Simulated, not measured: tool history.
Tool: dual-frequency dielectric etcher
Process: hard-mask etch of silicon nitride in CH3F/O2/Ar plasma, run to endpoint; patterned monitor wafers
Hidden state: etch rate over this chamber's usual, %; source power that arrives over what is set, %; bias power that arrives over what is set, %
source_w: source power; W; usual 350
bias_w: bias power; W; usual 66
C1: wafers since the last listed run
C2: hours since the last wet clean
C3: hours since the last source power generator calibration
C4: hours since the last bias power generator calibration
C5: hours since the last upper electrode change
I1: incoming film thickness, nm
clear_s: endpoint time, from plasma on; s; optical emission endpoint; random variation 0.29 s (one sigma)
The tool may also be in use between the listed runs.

{"run": 1, "hour": 0.0, "source_w": 390, "bias_w": 66, "C1": 0, "C2": 356.6, "C3": 2439.7, "C4": 2536.3, "C5": 3472.3, "I1": 32.27, "clear_s": 49.1}
{"run": 2, "hour": 33.8, "source_w": 390, "bias_w": 66, "C1": 392, "C2": 390.4, "C3": 2473.5, "C4": 2570.1, "C5": 3506.1, "I1": 31.95, "clear_s": 48.9}
{"run": 3, "hour": 49.4, "source_w": 390, "bias_w": 66, "C1": 181, "C2": 406, "C3": 2489.1, "C4": 2585.7, "C5": 3521.7, "I1": 32.36, "clear_s": 49.5}
{"run": 4, "hour": 76.3, "source_w": 350, "bias_w": 66, "C1": 312, "C2": 432.9, "C3": 2516, "C4": 2612.6, "C5": 3548.6, "I1": 31.73, "clear_s": 50.2}
{"hour": 117.9, "done": "wet clean of the chamber"}
{"run": 5, "hour": 118.4, "source_w": 350, "bias_w": 66, "C1": 210, "C2": 0.5, "C3": 2558.1, "C4": 2654.7, "C5": 3590.7, "I1": 31.94, "clear_s": 50.6}
{"run": 6, "hour": 127.0, "source_w": 350, "bias_w": 66, "C1": 99, "C2": 9.1, "C3": 2566.7, "C4": 2663.3, "C5": 3599.3, "I1": 32.12, "clear_s": 51.2}
{"run": 7, "hour": 152.8, "source_w": 350, "bias_w": 55, "C1": 299, "C2": 34.9, "C3": 2592.5, "C4": 2689.1, "C5": 3625.1, "I1": 31.81, "clear_s": 53.9}
{"hour": 163.2, "done": "source power generator calibrated"}
{"hour": 182.5, "done": "upper electrode replaced"}
{"run": 8, "hour": 183.0, "source_w": 380, "bias_w": 56, "C1": 80, "C2": 65.1, "C3": 19.8, "C4": 2719.3, "C5": 0.5, "I1": 32.16, "clear_s": 52.3}
{"run": 9, "hour": 189.5, "source_w": 270, "bias_w": 56, "C1": 75, "C2": 71.6, "C3": 26.3, "C4": 2725.8, "C5": 7, "I1": 32.06, "clear_s": 59.2}
{"hour": 219.0, "done": "bias power generator calibrated"}
{"run": 10, "hour": 222.2, "source_w": 310, "bias_w": 79, "C1": 333, "C2": 104.3, "C3": 59, "C4": 3.2, "C5": 39.7, "I1": 31.95, "clear_s": 49.2}
{"run": 11, "hour": 245.5, "source_w": 350, "bias_w": 66, "C1": 270, "C2": 127.6, "C3": 82.3, "C4": 26.5, "C5": 63, "I1": 32.33, "clear_s": 51.3}
{"run": 12, "hour": 273.2, "source_w": 350, "bias_w": 66, "C1": 321, "C2": 155.3, "C3": 110, "C4": 54.2, "C5": 90.7, "I1": 31.8, "clear_s": 50.4}
{"run": 13, "hour": 287.0, "source_w": 330, "bias_w": 66, "C1": 160, "C2": 169.1, "C3": 123.8, "C4": 68, "C5": 104.5, "I1": 31.85, "clear_s": 51.2}
{"run": 14, "hour": 316.8, "source_w": 380, "bias_w": 82, "C1": 346, "C2": 198.9, "C3": 153.6, "C4": 97.8, "C5": 134.3, "I1": 32.24, "clear_s": 45.4}
{"run": 15, "hour": 332.4, "source_w": 270, "bias_w": 55, "C1": 181, "C2": 214.5, "C3": 169.2, "C4": 113.4, "C5": 149.9, "I1": 31.75, "clear_s": 59.7}

4 ways to go on from here, each from the tool as it stands after run 15. What would each give?
{"run": "A", "hour": 332.8, "source_w": 350, "bias_w": 66, "C1": 4, "C2": 214.9, "C3": 169.6, "C4": 113.8, "C5": 150.3, "I1": 32.11, "clear_s": "?"}
{"run": "B", "hour": 332.8, "source_w": 430, "bias_w": 56, "C1": 4, "C2": 214.9, "C3": 169.6, "C4": 113.8, "C5": 150.3, "I1": 32.11, "clear_s": "?"}
{"run": "C", "hour": 332.8, "source_w": 400, "bias_w": 60, "C1": 4, "C2": 214.9, "C3": 169.6, "C4": 113.8, "C5": 150.3, "I1": 32.11, "clear_s": "?"}
{"run": "D", "hour": 332.8, "source_w": 370, "bias_w": 52, "C1": 4, "C2": 214.9, "C3": 169.6, "C4": 113.8, "C5": 150.3, "I1": 32.11, "clear_s": "?"}

run=A clear_s=50.7
run=B clear_s=50
run=C clear_s=50.1
run=D clear_s=54.5
Without the tool's hidden state the same runs would have given:
run=A clear_s=50.7
run=B clear_s=50
run=C clear_s=50.1
run=D clear_s=54.5

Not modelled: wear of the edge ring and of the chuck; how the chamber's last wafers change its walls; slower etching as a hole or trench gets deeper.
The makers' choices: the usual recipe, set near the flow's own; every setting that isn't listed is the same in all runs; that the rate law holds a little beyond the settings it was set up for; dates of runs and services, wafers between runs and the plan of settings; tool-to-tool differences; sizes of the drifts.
